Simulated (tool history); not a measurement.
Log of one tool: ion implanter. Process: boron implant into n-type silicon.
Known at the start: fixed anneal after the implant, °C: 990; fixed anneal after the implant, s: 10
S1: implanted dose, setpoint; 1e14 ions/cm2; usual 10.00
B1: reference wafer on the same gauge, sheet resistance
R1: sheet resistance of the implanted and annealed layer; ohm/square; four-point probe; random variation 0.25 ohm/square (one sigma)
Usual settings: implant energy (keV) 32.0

Run 1, day 0.000: usual settings; B1 118.87. Result: R1 120.60 ohm/square.
Run 2, day 0.367: usual settings; B1 119.00. Result: R1 120.44 ohm/square.
Run 3, day 2.079: usual settings; B1 118.90. Result: R1 120.31 ohm/square.
Run 4, day 2.804: usual settings; B1 118.99. Result: R1 120.10 ohm/square.
Run 5, day 3.175: usual settings; B1 118.94. Result: R1 119.89 ohm/square.
Run 6, day 3.771: usual settings; B1 119.10. Result: R1 120.08 ohm/square.
Run 7, day 4.129: usual settings; B1 119.00. Result: R1 120.86 ohm/square.
Run 8, day 4.696: usual settings; B1 119.04. Result: R1 120.63 ohm/square.
Run 9, day 5.254: usual settings; B1 118.96. Result: R1 120.34 ohm/square.
Run 10, day 5.971: usual settings; B1 119.04. Result: R1 120.70 ohm/square.
At day 6.538: extraction supply calibrated.
Run 11, day 6.558: usual settings; B1 119.08. Result: R1 120.44 ohm/square.
Run 12, day 6.821: usual settings but S1 11.55 1e14 ions/cm2, implant energy (keV) 28.5; B1 119.03. Result: R1 108.22 ohm/square.
Run 13, day 7.342: usual settings but S1 12.32 1e14 ions/cm2; B1 119.04. Result: R1 102.38 ohm/square.
Run 14, day 8.012: usual settings but S1 12.32 1e14 ions/cm2; B1 119.13. Result: R1 102.93 ohm/square.
Run 15, day 8.758: usual settings but S1 9.20 1e14 ions/cm2, implant energy (keV) 26.0; B1 118.96. Result: R1 131.41 ohm/square.
Run 16, day 9.342: usual settings but S1 12.74 1e14 ions/cm2, implant energy (keV) 36.0; B1 119.07. Result: R1 99.94 ohm/square.
Run 17, day 10.029: usual settings; B1 119.08. Result: R1 120.59 ohm/square.
Run 18, day 10.308: usual settings but S1 7.79 1e14 ions/cm2, implant energy (keV) 21.0; B1 118.92. Result: R1 152.68 ohm/square.
Run 19, day 10.604: usual settings but S1 9.20 1e14 ions/cm2, implant energy (keV) 24.0; B1 118.90. Result: R1 131.71 ohm/square.
Run 20, day 11.008: usual settings but S1 7.58 1e14 ions/cm2, implant energy (keV) 21.0; B1 119.17. Result: R1 155.95 ohm/square.
At day 11.342: gauge calibrated.
At day 11.533: Faraday cup replaced and dose calibrated.
Run 21, day 11.567: usual settings; B1 118.97. Result: R1 115.58 ohm/square.
Run 22, day 11.842: usual settings but S1 8.89 1e14 ions/cm2, implant energy (keV) 36.0; B1 119.09. Result: R1 126.17 ohm/square.
Run 23, day 12.446: usual settings but S1 8.84 1e14 ions/cm2, implant energy (keV) 39.5; B1 119.00. Result: R1 126.54 ohm/square.
Run 24, day 13.162: usual settings but S1 10.86 1e14 ions/cm2, implant energy (keV) 40.0; B1 119.07. Result: R1 107.53 ohm/square.
Run 25, day 13.904: usual settings but S1 12.99 1e14 ions/cm2, implant energy (keV) 40.5; B1 119.01. Result: R1 94.03 ohm/square.
Run 26, day 14.371: usual settings but S1 9.20 1e14 ions/cm2, implant energy (keV) 24.0; B1 118.91. Result: R1 125.98 ohm/square.
Run 27, day 14.821: usual settings but S1 11.68 1e14 ions/cm2, implant energy (keV) 23.0; B1 118.90. Result: R1 105.12 ohm/square.
Run 28, day 15.483: usual settings but S1 7.79 1e14 ions/cm2, implant energy (keV) 21.0; B1 118.92. Result: R1 145.88 ohm/square.

5 ways to go on from here, each from the tool as it stands after run 28. What would each give?
Run A, day 15.500: usual settings but implant energy (keV) 42.5; B1 ?. Result: R1 ?.
Run B, day 15.500: usual settings but S1 12.99 1e14 ions/cm2, implant energy (keV) 37.5; B1 ?. Result: R1 ?.
Run C, day 15.500: usual settings but implant energy (keV) 41.5; B1 ?. Result: R1 ?.
Run D, day 15.500: usual settings but S1 12.84 1e14 ions/cm2, implant energy (keV) 28.5; B1 ?. Result: R1 ?.
Run E, day 15.500: usual settings but S1 9.04 1e14 ions/cm2, implant energy (keV) 35.0; B1 ?. Result: R1 ?.

run      B1      R1
  A  118.98  115.08
  B  118.98   94.48
  C  118.98  115.11
  D  118.98   96.62
  E  118.98  125.24
Without the tool's hidden state the same runs would have given:
run      R1
  A  114.70
  B   94.19
  C  114.73
  D   96.33
  E  124.81

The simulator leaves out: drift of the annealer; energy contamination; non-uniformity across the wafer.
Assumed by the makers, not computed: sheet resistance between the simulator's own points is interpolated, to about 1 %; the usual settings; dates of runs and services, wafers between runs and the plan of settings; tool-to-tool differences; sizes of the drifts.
